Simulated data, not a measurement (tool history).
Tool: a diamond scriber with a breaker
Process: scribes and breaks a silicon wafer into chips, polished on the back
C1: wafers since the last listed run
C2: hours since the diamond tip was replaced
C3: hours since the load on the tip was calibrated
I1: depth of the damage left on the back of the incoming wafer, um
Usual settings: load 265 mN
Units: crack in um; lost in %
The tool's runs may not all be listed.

Run 1, hour 0.0: usual settings but load 283 mN; C1 0; C2 97.5; C3 881.8; I1 0.04. Result: crack 8.13 um, lost 0.53 %.
Run 2, hour 17.7: usual settings; C1 73; C2 115.2; C3 899.5; I1 0.01. Result: crack 8.03 um, lost 0.59 %.
Run 3, hour 35.4: usual settings; C1 73; C2 132.9; C3 917.2; I1 0.02. Result: crack 7.93 um, lost 0.64 %.
Run 4, hour 53.5: usual settings; C1 75; C2 151.0; C3 935.3; I1 0.04. Result: crack 7.85 um, lost 0.57 %.
Run 5, hour 82.5: usual settings; C1 120; C2 180.0; C3 964.3; I1 0.02. Result: crack 7.86 um, lost 0.61 %.
Run 6, hour 99.3: usual settings; C1 70; C2 196.8; C3 981.1; I1 0.04. Result: crack 7.91 um, lost 0.65 %.
Run 7, hour 132.1: usual settings; C1 136; C2 229.6; C3 1013.9; I1 0.04. Result: crack 7.86 um, lost 0.65 %.
At hour 135.7: diamond tip replaced by a new one.
Run 8, hour 162.4: usual settings; C1 118; C2 26.7; C3 1044.2; I1 0.05. Result: crack 7.87 um, lost 0.63 %.
Run 9, hour 180.9: usual settings; C1 77; C2 45.2; C3 1062.7; I1 0.02. Result: crack 7.86 um, lost 0.68 %.
Run 10, hour 210.9: usual settings; C1 125; C2 75.2; C3 1092.7; I1 0.04. Result: crack 7.90 um, lost 0.68 %.
Run 11, hour 241.2: usual settings; C1 126; C2 105.5; C3 1123.0; I1 0.02. Result: crack 7.73 um, lost 0.71 %.
Run 12, hour 267.7: usual settings; C1 110; C2 132.0; C3 1149.5; I1 0.04. Result: crack 7.67 um, lost 0.72 %.
Run 13, hour 289.5: usual settings but load 320 mN; C1 90; C2 153.8; C3 1171.3; I1 0.04. Result: crack 8.58 um, lost 0.73 %.
Run 14, hour 309.8: usual settings but load 320 mN; C1 84; C2 174.1; C3 1191.6; I1 0.04. Result: crack 8.53 um, lost 0.72 %.
Run 15, hour 341.3: usual settings but load 217 mN; C1 131; C2 205.6; C3 1223.1; I1 0.04. Result: crack 7.03 um, lost 2.42 %.
Run 16, hour 365.0: usual settings; C1 98; C2 229.3; C3 1246.8; I1 0.01. Result: crack 7.83 um, lost 0.79 %.
At hour 381.9: diamond tip replaced by a new one.
Run 17, hour 389.5: usual settings but load 324 mN; C1 93; C2 7.6; C3 1271.3; I1 0.05. Result: crack 8.57 um, lost 0.72 %.
Run 18, hour 405.3: usual settings but load 302 mN; C1 65; C2 23.4; C3 1287.1; I1 0.01. Result: crack 8.20 um, lost 0.49 %.
Run 19, hour 419.4: usual settings but load 237 mN; C1 58; C2 37.5; C3 1301.2; I1 0.03. Result: crack 7.39 um, lost 1.64 %.
Run 20, hour 433.1: usual settings but load 237 mN; C1 57; C2 51.2; C3 1314.9; I1 0.01. Result: crack 7.30 um, lost 1.73 %.
At hour 444.4: load on the tip recalibrated.
Run 21, hour 456.0: usual settings but load 344 mN; C1 87; C2 74.1; C3 11.6; I1 0.04. Result: crack 10.28 um, lost 5.08 %.
Run 22, hour 471.7: usual settings but load 239 mN; C1 65; C2 89.8; C3 27.3; I1 0.02. Result: crack 8.48 um, lost 0.65 %.
Run 23, hour 495.2: usual settings but load 336 mN; C1 97; C2 113.3; C3 50.8; I1 0.02. Result: crack 9.91 um, lost 4.60 %.
Run 24, hour 517.8: usual settings; C1 94; C2 135.9; C3 73.4; I1 0.02. Result: crack 8.98 um, lost 1.22 %.
Run 25, hour 543.9: usual settings but load 337 mN; C1 108; C2 162.0; C3 99.5; I1 0.02. Result: crack 9.91 um, lost 4.54 %.
Run 26, hour 561.2: usual settings but load 219 mN; C1 72; C2 179.3; C3 116.8; I1 0.01. Result: crack 8.16 um, lost 0.55 %.
Run 27, hour 573.9: usual settings but load 320 mN; C1 52; C2 192.0; C3 129.5; I1 0.05. Result: crack 9.91 um, lost 3.80 %.
Run 28, hour 593.9: usual settings but load 210 mN; C1 83; C2 212.0; C3 149.5; I1 0.02. Result: crack 7.96 um, lost 0.56 %.
At hour 610.1: load on the tip recalibrated, repeated, since the last time left the tool worse.
At hour 644.7: diamond tip replaced by a new one.
Run 29, hour 645.2: usual settings but load 236 mN; C1 197; C2 0.5; C3 35.1; I1 0.04. Result: crack 7.67 um, lost 0.80 %.
Run 30, hour 674.1: usual settings but load 335 mN; C1 120; C2 29.4; C3 64.0; I1 0.01. Result: crack 9.39 um, lost 1.87 %.
Run 31, hour 708.7: usual settings but load 343 mN; C1 144; C2 64.0; C3 98.6; I1 0.02. Result: crack 9.28 um, lost 2.10 %.
Run 32, hour 720.9: usual settings but load 300 mN; C1 50; C2 76.2; C3 110.8; I1 0.04. Result: crack 8.74 um, lost 0.85 %.
Run 33, hour 738.4: usual settings but load 222 mN; C1 72; C2 93.7; C3 128.3; I1 0.01. Result: crack 7.42 um, lost 1.15 %.
Run 34, hour 757.8: usual settings; C1 80; C2 113.1; C3 147.7; I1 0.02. Result: crack 7.96 um, lost 0.48 %.
Run 35, hour 775.1: usual settings but load 313 mN; C1 72; C2 130.4; C3 165.0; I1 0.04. Result: crack 8.92 um, lost 1.19 %.
Run 36, hour 808.2: usual settings but load 186 mN; C1 138; C2 163.5; C3 198.1; I1 0.01. Result: crack 6.92 um, lost 3.11 %.
Run 37, hour 823.7: usual settings but load 311 mN; C1 64; C2 179.0; C3 213.6; I1 0.03. Result: crack 8.76 um, lost 1.15 %.
Run 38, hour 842.6: usual settings; C1 78; C2 197.9; C3 232.5; I1 0.01. Result: crack 8.15 um, lost 0.51 %.
Run 39, hour 855.7: usual settings; C1 54; C2 211.0; C3 245.6; I1 0.05. Result: crack 8.09 um, lost 0.54 %.
Run 40, hour 883.1: usual settings; C1 114; C2 238.4; C3 273.0; I1 0.01. Result: crack 8.10 um, lost 0.52 %.

5 ways to go on from here, each from the tool as it stands after run 40. What would each give?
Run A, hour 883.7: usual settings but load 189 mN; C1 2; C2 239.0; C3 273.6; I1 0.01. Result: crack ?, lost ?.
Run B, hour 883.7: usual settings but load 216 mN; C1 2; C2 239.0; C3 273.6; I1 0.01. Result: crack ?, lost ?.
Run C, hour 883.7: usual settings but load 235 mN; C1 2; C2 239.0; C3 273.6; I1 0.01. Result: crack ?, lost ?.
Run D, hour 883.7: usual settings but load 218 mN; C1 2; C2 239.0; C3 273.6; I1 0.01. Result: crack ?, lost ?.
Run E, hour 883.7: usual settings but load 334 mN; C1 2; C2 239.0; C3 273.6; I1 0.01. Result: crack ?, lost ?.

run  crack  lost
  A   6.89  2.80
  B   7.32  1.39
  C   7.61  0.82
  D   7.35  1.32
  E   9.07  1.75
Without the tool's hidden state the same runs would have given:
run  crack  lost
  A   6.89  2.79
  B   7.32  1.38
  C   7.62  0.82
  D   7.35  1.31
  E   9.08  1.76
